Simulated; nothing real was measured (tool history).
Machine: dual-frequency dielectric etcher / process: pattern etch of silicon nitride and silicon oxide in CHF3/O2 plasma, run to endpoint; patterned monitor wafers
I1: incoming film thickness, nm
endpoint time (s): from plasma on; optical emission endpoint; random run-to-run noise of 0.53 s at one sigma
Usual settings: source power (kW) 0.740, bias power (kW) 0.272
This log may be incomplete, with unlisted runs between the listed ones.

Run 1, day 0.000: usual settings; I1 307.4. Result: endpoint time (s) 172.7.
Run 2, day 1.133: usual settings; I1 308.3. Result: endpoint time (s) 173.7.
Run 3, day 1.988: usual settings; I1 310.9. Result: endpoint time (s) 174.1.
Run 4, day 3.312: usual settings but source power (kW) 0.630; I1 309.1. Result: endpoint time (s) 186.0.
Run 5, day 4.400: usual settings but source power (kW) 0.630; I1 305.4. Result: endpoint time (s) 182.7.
Run 6, day 5.242: usual settings but source power (kW) 0.630; I1 303.2. Result: endpoint time (s) 181.5.
At day 6.692: wet clean of the chamber.
Run 7, day 6.712: usual settings but bias power (kW) 0.297; I1 305.1. Result: endpoint time (s) 164.4.
Run 8, day 6.854: usual settings but bias power (kW) 0.317; I1 308.0. Result: endpoint time (s) 160.5.
At day 8.167: upper electrode replaced.
Run 9, day 8.188: usual settings but bias power (kW) 0.317; I1 309.3. Result: endpoint time (s) 161.0.
Run 10, day 8.300: usual settings but bias power (kW) 0.317; I1 308.3. Result: endpoint time (s) 160.4.
Run 11, day 9.362: usual settings but bias power (kW) 0.321; I1 308.3. Result: endpoint time (s) 158.9.
Run 12, day 9.933: usual settings but source power (kW) 0.620; I1 307.9. Result: endpoint time (s) 187.1.
Run 13, day 10.450: usual settings but source power (kW) 0.800, bias power (kW) 0.208; I1 307.5. Result: endpoint time (s) 197.1.
At day 11.679: bias power generator calibrated.
Run 14, day 11.700: usual settings; I1 309.5. Result: endpoint time (s) 174.1.
At day 12.079: source power generator calibrated.
Run 15, day 15.029: usual settings but source power (kW) 0.590; I1 308.8. Result: endpoint time (s) 191.1.

Expected results for the next run?
Run 16, day 15.758: usual settings but source power (kW) 0.630; I1 306.2. Result: endpoint time (s) ?.

endpoint time (s): 184.5
The same run, on a tool lacking any hidden state, would have yielded endpoint time (s) 186.5.

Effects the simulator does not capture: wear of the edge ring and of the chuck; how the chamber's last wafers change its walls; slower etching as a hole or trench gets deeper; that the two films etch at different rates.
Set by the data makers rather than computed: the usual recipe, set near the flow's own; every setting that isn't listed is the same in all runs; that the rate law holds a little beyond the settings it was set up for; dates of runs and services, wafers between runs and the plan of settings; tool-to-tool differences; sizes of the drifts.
